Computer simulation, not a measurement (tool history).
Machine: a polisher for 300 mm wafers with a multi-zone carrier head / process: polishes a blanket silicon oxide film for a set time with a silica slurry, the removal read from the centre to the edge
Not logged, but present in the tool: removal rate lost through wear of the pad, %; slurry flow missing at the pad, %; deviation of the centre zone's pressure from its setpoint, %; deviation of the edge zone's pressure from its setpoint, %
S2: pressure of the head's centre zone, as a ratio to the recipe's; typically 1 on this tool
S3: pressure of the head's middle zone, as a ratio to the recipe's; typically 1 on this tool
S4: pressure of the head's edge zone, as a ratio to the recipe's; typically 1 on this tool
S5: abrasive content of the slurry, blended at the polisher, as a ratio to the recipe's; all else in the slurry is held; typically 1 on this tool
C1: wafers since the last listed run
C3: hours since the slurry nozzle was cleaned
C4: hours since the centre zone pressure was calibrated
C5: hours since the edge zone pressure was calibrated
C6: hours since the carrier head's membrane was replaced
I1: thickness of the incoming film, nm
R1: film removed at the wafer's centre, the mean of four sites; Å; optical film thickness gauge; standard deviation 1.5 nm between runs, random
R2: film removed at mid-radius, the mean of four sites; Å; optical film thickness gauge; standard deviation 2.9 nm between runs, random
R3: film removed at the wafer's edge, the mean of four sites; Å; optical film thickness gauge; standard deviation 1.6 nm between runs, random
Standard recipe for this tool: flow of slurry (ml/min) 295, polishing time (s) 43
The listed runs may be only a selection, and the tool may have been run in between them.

Run 1, hour 0: usual settings but S3 1.06, S5 1.15; C1 0; wafers polished on this pad 48; C3 133.2; C4 337.2; C5 782.3; C6 497.8; I1 1575.6. Result: R1 1948 Å, R2 2028 Å, R3 2097 Å.
Run 2, hour 13.5: usual settings but S3 1.08; C1 101; wafers polished on this pad 150; C3 146.7; C4 350.7; C5 795.8; C6 511.3; I1 1568.7. Result: R1 1818 Å, R2 1944 Å, R3 1951 Å.
Run 3, hour 29: usual settings but S3 1.08; C1 117; wafers polished on this pad 267; C3 162.2; C4 366.2; C5 811.3; C6 526.8; I1 1561.2. Result: R1 1785 Å, R2 1911 Å, R3 1900 Å.
Run 4, hour 46.8: usual settings but S3 1.08; C1 134; wafers polished on this pad 401; C3 180; C4 384; C5 829.1; C6 544.6; I1 1550.5. Result: R1 1785 Å, R2 1867 Å, R3 1869 Å.
Run 5, hour 62.2: usual settings but S2 1.1; C1 116; wafers polished on this pad 518; C3 195.4; C4 399.4; C5 844.5; C6 560; I1 1563.4. Result: R1 1934 Å, R2 1733 Å, R3 1903 Å.
Run 6, hour 73.4: usual settings; C1 84; wafers polished on this pad 602; C3 206.6; C4 410.6; C5 855.7; C6 571.2; I1 1567.4. Result: R1 1777 Å, R2 1759 Å, R3 1883 Å.
At hour 85.4: slurry nozzle cleaned.
Run 7, hour 86: usual settings; C1 87; wafers polished on this pad 690; C3 0.6; C4 423.2; C5 868.3; C6 583.8; I1 1582.9. Result: R1 1889 Å, R2 1883 Å, R3 2003 Å.
At hour 93.7: worn pad replaced by a new one.
Run 8, hour 103.6: usual settings; C1 102; wafers polished on this pad 74; C3 18.2; C4 440.8; C5 885.9; C6 601.4; I1 1548.9. Result: R1 1917 Å, R2 1891 Å, R3 2020 Å.
At hour 108: edge zone pressure recalibrated.
Run 9, hour 117.2: usual settings but polishing time (s) 32; C1 87; wafers polished on this pad 162; C3 31.8; C4 454.4; C5 9.2; C6 615; I1 1580.9. Result: R1 1405 Å, R2 1416 Å, R3 1500 Å.
Run 10, hour 125.1: usual settings but flow of slurry (ml/min) 190, S3 0.95, S4 1.09, S5 1.1; C1 59; wafers polished on this pad 221; C3 39.7; C4 462.3; C5 17.1; C6 622.9; I1 1567.2. Result: R1 1791 Å, R2 1734 Å, R3 2044 Å.
Run 11, hour 140.9: usual settings but flow of slurry (ml/min) 210, S5 0.9; C1 119; wafers polished on this pad 340; C3 55.5; C4 478.1; C5 32.9; C6 638.7; I1 1554.4. Result: R1 1655 Å, R2 1626 Å, R3 1765 Å.
At hour 152.4: carrier head's membrane replaced by a new one.
Run 12, hour 154.6: usual settings; C1 65; wafers polished on this pad 406; C3 69.2; C4 491.8; C5 46.6; C6 2.2; I1 1556. Result: R1 1835 Å, R2 1800 Å, R3 1939 Å.
Run 13, hour 162.8: usual settings but S4 1.11; C1 61; wafers polished on this pad 468; C3 77.4; C4 500; C5 54.8; C6 10.4; I1 1559.3. Result: R1 1840 Å, R2 1861 Å, R3 2020 Å.
At hour 192.4: centre zone pressure recalibrated.
At hour 209.8: worn pad replaced by a new one.
Run 14, hour 212.3: usual settings but S3 1.08; C1 328; wafers polished on this pad 18; C3 126.9; C4 19.9; C5 104.3; C6 59.9; I1 1546.8. Result: R1 1866 Å, R2 1999 Å, R3 1977 Å.
Run 15, hour 220.3: usual settings but S5 0.9, polishing time (s) 55; C1 60; wafers polished on this pad 78; C3 134.9; C4 27.9; C5 112.3; C6 67.9; I1 1576.4. Result: R1 2239 Å, R2 2250 Å, R3 2410 Å.
Run 16, hour 233.8: usual settings but flow of slurry (ml/min) 215, polishing time (s) 52; C1 101; wafers polished on this pad 180; C3 148.4; C4 41.4; C5 125.8; C6 81.4; I1 1565.7. Result: R1 2035 Å, R2 2076 Å, R3 2202 Å.
Run 17, hour 244.2: usual settings but flow of slurry (ml/min) 350, S4 1.08; C1 78; wafers polished on this pad 259; C3 158.8; C4 51.8; C5 136.2; C6 91.8; I1 1542. Result: R1 1857 Å, R2 1822 Å, R3 2045 Å.
Run 18, hour 258.2: usual settings but flow of slurry (ml/min) 395, S2 1.07; C1 105; wafers polished on this pad 365; C3 172.8; C4 65.8; C5 150.2; C6 105.8; I1 1574.2. Result: R1 1993 Å, R2 1825 Å, R3 1998 Å.
Run 19, hour 264.3: usual settings but flow of slurry (ml/min) 240, S4 1.05; C1 46; wafers polished on this pad 411; C3 178.9; C4 71.9; C5 156.3; C6 111.9; I1 1573.4. Result: R1 1671 Å, R2 1695 Å, R3 1888 Å.
Run 20, hour 271.6: usual settings; C1 55; wafers polished on this pad 466; C3 186.2; C4 79.2; C5 163.6; C6 119.2; I1 1588.2. Result: R1 1773 Å, R2 1724 Å, R3 1899 Å.

Consider 5 possible next runs. They are alternatives, not a sequence: every one starts from the tool as it was left by run 20. What does each give?
Run A, hour 272: usual settings; C1 3; wafers polished on this pad 469; C3 186.6; C4 79.6; C5 164; C6 119.6; I1 1580.7. Result: R1 ?, R2 ?, R3 ?.
Run B, hour 272: usual settings but S3 0.89, S4 1.1, polishing time (s) 33; C1 3; wafers polished on this pad 469; C3 186.6; C4 79.6; C5 164; C6 119.6; I1 1580.7. Result: R1 ?, R2 ?, R3 ?.
Run C, hour 272: usual settings but S3 0.89, polishing time (s) 30; C1 3; wafers polished on this pad 469; C3 186.6; C4 79.6; C5 164; C6 119.6; I1 1580.7. Result: R1 ?, R2 ?, R3 ?.
Run D, hour 272: usual settings but flow of slurry (ml/min) 345, S4 0.91; C1 3; wafers polished on this pad 469; C3 186.6; C4 79.6; C5 164; C6 119.6; I1 1580.7. Result: R1 ?, R2 ?, R3 ?.
Run E, hour 272: usual settings but S3 0.97; C1 3; wafers polished on this pad 469; C3 186.6; C4 79.6; C5 164; C6 119.6; I1 1580.7. Result: R1 ?, R2 ?, R3 ?.

run    R1    R2    R3
  A  1776  1783  1911
  B  1362  1243  1536
  C  1238  1130  1335
  D  1829  1831  1867
  E  1775  1739  1911
With the hidden condition removed and each run's random variation left untouched, the same runs would have given:
run    R1    R2    R3
  A  1985  1977  2082
  B  1522  1378  1674
  C  1384  1253  1455
  D  2020  2008  2020
  E  1985  1928  2083

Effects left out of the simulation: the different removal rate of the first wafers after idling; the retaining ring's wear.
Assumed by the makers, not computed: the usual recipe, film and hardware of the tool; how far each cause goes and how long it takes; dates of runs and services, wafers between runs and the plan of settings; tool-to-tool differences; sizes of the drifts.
